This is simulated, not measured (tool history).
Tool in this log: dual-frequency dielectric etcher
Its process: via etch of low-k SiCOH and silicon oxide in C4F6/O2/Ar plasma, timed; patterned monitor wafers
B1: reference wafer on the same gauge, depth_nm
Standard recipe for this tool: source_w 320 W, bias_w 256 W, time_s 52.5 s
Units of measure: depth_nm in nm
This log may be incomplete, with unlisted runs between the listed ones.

Run 1, hour 0.0: usual settings; B1 129.1. Result: depth_nm 138.3 nm.
Run 2, hour 68.1: usual settings; B1 128.7. Result: depth_nm 137.0 nm.
Run 3, hour 104.2: usual settings; B1 128.9. Result: depth_nm 136.3 nm.
Run 4, hour 130.4: usual settings; B1 128.7. Result: depth_nm 136.1 nm.
At hour 216.5: wet clean of the chamber.
Run 5, hour 217.0: usual settings; B1 129.0. Result: depth_nm 138.9 nm.
Run 6, hour 226.5: usual settings; B1 128.8. Result: depth_nm 141.8 nm.
Run 7, hour 260.9: usual settings; B1 128.8. Result: depth_nm 141.6 nm.
Run 8, hour 459.5: usual settings; B1 129.0. Result: depth_nm 135.1 nm.
Run 9, hour 500.7: usual settings; B1 128.8. Result: depth_nm 135.4 nm.
Run 10, hour 548.5: usual settings but source_w 260 W, time_s 62.5 s; B1 128.8. Result: depth_nm 151.3 nm.
At hour 556.3: source power generator calibrated.
At hour 594.6: bias power generator calibrated.
At hour 623.1: wet clean of the chamber.
At hour 656.1: upper electrode replaced, of another model than before.
Run 11, hour 721.4: usual settings; B1 129.0. Result: depth_nm 138.5 nm.
Run 12, hour 747.8: usual settings; B1 128.9. Result: depth_nm 139.4 nm.
Run 13, hour 788.4: usual settings but time_s 65.0 s; B1 128.9. Result: depth_nm 170.4 nm.
At hour 816.0: gauge calibrated.
Run 14, hour 838.3: usual settings but source_w 390 W, bias_w 222 W, time_s 61.5 s; B1 129.0. Result: depth_nm 169.5 nm.
Run 15, hour 886.0: usual settings; B1 129.2. Result: depth_nm 137.5 nm.
Run 16, hour 925.7: usual settings but source_w 390 W, bias_w 198 W, time_s 39.0 s; B1 129.2. Result: depth_nm 105.4 nm.
Run 17, hour 963.5: usual settings; B1 129.0. Result: depth_nm 134.4 nm.
Run 18, hour 1027.5: usual settings but source_w 370 W, bias_w 303 W, time_s 65.5 s; B1 128.8. Result: depth_nm 182.1 nm.
At hour 1075.3: wet clean of the chamber.
Run 19, hour 1075.8: usual settings; B1 129.0. Result: depth_nm 140.6 nm.
Run 20, hour 1091.3: usual settings but source_w 270 W, bias_w 219 W, time_s 64.0 s; B1 129.1. Result: depth_nm 154.4 nm.

The next listed run, before its measurement:
Run 21, hour 1157.1: usual settings but source_w 280 W, bias_w 227 W, time_s 38.5 s; B1 ?. Result: depth_nm ?.

B1: 129.0
depth_nm: 95.5 nm
Take away the tool's hidden state, keep the run-to-run variation as it was, and the same run would have given depth_nm 96.7 nm.

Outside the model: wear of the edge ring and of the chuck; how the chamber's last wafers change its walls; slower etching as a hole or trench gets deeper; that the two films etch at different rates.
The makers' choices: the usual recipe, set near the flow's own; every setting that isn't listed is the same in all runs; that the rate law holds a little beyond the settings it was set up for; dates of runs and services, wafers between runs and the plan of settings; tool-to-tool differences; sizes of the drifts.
